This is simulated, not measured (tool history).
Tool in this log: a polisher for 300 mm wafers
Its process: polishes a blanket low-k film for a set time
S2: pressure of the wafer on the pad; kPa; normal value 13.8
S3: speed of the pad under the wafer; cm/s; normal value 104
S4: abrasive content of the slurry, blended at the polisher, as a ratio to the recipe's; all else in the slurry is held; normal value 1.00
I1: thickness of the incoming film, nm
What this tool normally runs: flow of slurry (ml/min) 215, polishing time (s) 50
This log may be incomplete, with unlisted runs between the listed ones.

Run 1, hour 0.0: usual settings; I1 399.0. Result: film removed (angstrom) 213.
At hour 14.6: conditioning disc replaced and pad reconditioned.
Run 2, hour 53.4: usual settings; I1 406.5. Result: film removed (angstrom) 237.
At hour 67.4: slurry blender recalibrated.
Run 3, hour 80.5: usual settings but S2 11.0 kPa, polishing time (s) 62; I1 398.4. Result: film removed (angstrom) 233.
Run 4, hour 104.7: usual settings but S2 11.0 kPa, polishing time (s) 62; I1 402.9. Result: film removed (angstrom) 227.
At hour 120.0: worn pad replaced by a new one.
Run 5, hour 145.5: usual settings but S2 11.0 kPa, polishing time (s) 62; I1 398.5. Result: film removed (angstrom) 254.
Run 6, hour 202.6: usual settings but polishing time (s) 62; I1 399.7. Result: film removed (angstrom) 289.
Run 7, hour 265.0: usual settings but S3 92 cm/s; I1 393.6. Result: film removed (angstrom) 200.
At hour 270.8: worn pad replaced by a new one.
Run 8, hour 315.4: usual settings but flow of slurry (ml/min) 160, S2 12.4 kPa, S4 1.15; I1 401.8. Result: film removed (angstrom) 213.
At hour 379.5: conditioning disc replaced and pad reconditioned.
Run 9, hour 384.1: usual settings but flow of slurry (ml/min) 170, S3 76 cm/s; I1 402.1. Result: film removed (angstrom) 193.
At hour 404.5: head pressure recalibrated.
At hour 447.8: slurry nozzle cleaned.
At hour 466.1: worn pad replaced by a new one.
At hour 542.7: slurry blender recalibrated.
Run 10, hour 543.1: usual settings; I1 398.8. Result: film removed (angstrom) 236.
Run 11, hour 575.0: usual settings but S2 18.6 kPa, S3 124 cm/s, S4 0.85; I1 399.4. Result: film removed (angstrom) 301.
Run 12, hour 632.7: usual settings but S4 1.15; I1 400.9. Result: film removed (angstrom) 221.
At hour 645.8: worn pad replaced by a new one.
Run 13, hour 692.5: usual settings; I1 404.1. Result: film removed (angstrom) 226.
Run 14, hour 758.1: usual settings but S2 10.3 kPa, S3 70 cm/s, polishing time (s) 44; I1 407.4. Result: film removed (angstrom) 120.
At hour 789.2: conditioning disc replaced and pad reconditioned.
At hour 823.8: worn pad replaced by a new one.
Run 15, hour 871.7: usual settings but flow of slurry (ml/min) 260, S3 118 cm/s, S4 0.75, polishing time (s) 38; I1 401.9. Result: film removed (angstrom) 180.

What if the next run were any one of these 5? Each begins from the tool's condition after run 15:
Run A, hour 872.1: usual settings but flow of slurry (ml/min) 260; I1 395.5. Result: film removed (angstrom) ?.
Run B, hour 872.1: usual settings but flow of slurry (ml/min) 245, S3 128 cm/s, S4 0.75, polishing time (s) 44; I1 395.5. Result: film removed (angstrom) ?.
Run C, hour 872.1: usual settings but S3 136 cm/s; I1 395.5. Result: film removed (angstrom) ?.
Run D, hour 872.1: usual settings but flow of slurry (ml/min) 275, S4 0.75; I1 395.5. Result: film removed (angstrom) ?.
Run E, hour 872.1: usual settings but flow of slurry (ml/min) 175, S2 16.5 kPa, S3 114 cm/s, S4 1.15; I1 395.5. Result: film removed (angstrom) ?.

run  film removed (angstrom)
  A                      250
  B                      218
  C                      289
  D                      220
  E                      310
With no hidden state in the tool, these same runs would have given:
run  film removed (angstrom)
  A                      277
  B                      244
  C                      324
  D                      244
  E                      348
